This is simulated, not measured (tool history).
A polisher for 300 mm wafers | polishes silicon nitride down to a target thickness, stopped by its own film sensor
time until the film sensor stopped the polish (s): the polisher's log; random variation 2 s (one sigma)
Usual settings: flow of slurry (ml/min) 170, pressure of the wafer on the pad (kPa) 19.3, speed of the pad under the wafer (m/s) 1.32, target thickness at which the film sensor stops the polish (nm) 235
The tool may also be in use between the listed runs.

run   hour  flow of slurry (ml/min)  pressure of the wafer on the pad (kPa)  speed of the pad under the wafer (m/s)  target thickness at which the film sensor stops the polish (nm)  incoming thickness of the incoming film, nm  time until the film sensor stopped the polish (s)
  1      0                      170                                    19.3                                    1.32                                                              235                                        413.8                                               99.8
  2   25.9                      170                                    15.9                                    1.32                                                              214                                        417.3                                              130.6
  3   53.8                      170                                    15.9                                    1.32                                                              214                                        423.3                                              139.3
  4   71.3                      170                                    19.3                                    1.32                                                              235                                        426.2                                              104.3
  5   90.6                      170                                    19.3                                    1.32                                                              235                                        421.1                                              103.4
     112.1  -- worn pad replaced by a new one
  6  112.6                      135                                    19.3                                    1.32                                                              235                                        421.1                                              108.3
  7  136.8                      170                                    19.3                                    1.32                                                              235                                        414.3                                              100.8
  8  164.3                      170                                    19.3                                    1.32                                                              235                                          415                                              101.1
  9  176.4                      170                                    19.3                                    1.32                                                              211                                        420.9                                              122.7
 10  192.6                      170                                    19.3                                    1.32                                                              211                                        415.1                                              118.6
 11  207.2                      170                                    19.3                                    1.32                                                              211                                        413.4                                              117.4
 12  236.3                      170                                    19.3                                    1.32                                                              235                                          419                                              102.7
     242.2  -- worn pad replaced by a new one
 13  257.7                      170                                    19.3                                    1.32                                                              235                                        415.4                                                106
 14  271.4                      170                                    19.3                                    1.48                                                              235                                        422.2                                               97.1
 15  295.1                      170                                    19.3                                    1.48                                                              235                                        420.6                                              100.2
 16  386.9                      135                                    19.3                                    1.32                                                              235                                        412.7                                                111
     397.9  -- worn pad replaced by a new one
 17  413.1                      170                                    19.3                                    1.32                                                              235                                        417.1                                                109
 18  440.3                      135                                    21.4                                    1.32                                                              235                                        417.8                                              106.9
     446.7  -- head pressure recalibrated
     453.3  -- slurry nozzle cleaned
 19  463.5                      210                                    24.8                                    1.52                                                              235                                          429                                               77.9
 20  490.3                      170                                    19.3                                     0.9                                                              235                                        414.3                                              133.8
 21  505.7                      170                                    19.3                                    1.32                                                              235                                        426.9                                              107.8
 22  524.9                      170                                    19.3                                    1.32                                                              235                                        413.6                                              101.2
 23  547.3                      200                                    22.8                                    1.32                                                              217                                        419.2                                               98.3
     566.2  -- worn pad replaced by a new one
 24  575.2                      140                                    19.3                                    0.94                                                              235                                        413.6                                              135.8
 25  602.3                      170                                    19.3                                    1.32                                                              218                                        414.6                                                111
 26  634.6                      170                                    19.3                                    1.18                                                              193                                        424.4                                              146.6
 27  661.9                      200                                    19.3                                    1.32                                                              300                                        417.5                                               68.8
 28  691.6                      130                                    19.3                                    0.92                                                              235                                        417.2                                              156.5
 29  715.3                      170                                    24.1                                    1.32                                                              235                                        426.6                                               94.8
     728.2  -- worn pad replaced by a new one
 30  729.2                      170                                    19.3                                    1.56                                                              235                                        418.5                                               94.1
 31  758.5                      170                                    13.8                                    1.76                                                              262                                        426.4                                               98.9

The tool's hidden state at each run:
removal rate lost through wear of the pad, %: 0 in every run
deviation of the head's pressure from its setpoint, %: 0 in every run
H1: slurry flow missing at the pad, %
run    H1
  1  2.24
  2  4.23
  3  6.37
  4  7.72
  5   9.2
  6  10.9
  7  12.8
  8  14.9
  9  15.8
 10    17
 11  18.2
 12  20.4
 13    22
 14  23.1
 15  24.9
 16    32
 17    34
 18  36.1
 19  8.66
 20  10.7
 21  11.9
 22  13.4
 23  15.1
 24  17.2
 25  19.3
 26  21.8
 27  23.9
 28  26.2
 29    28
 30  29.1
 31  31.3
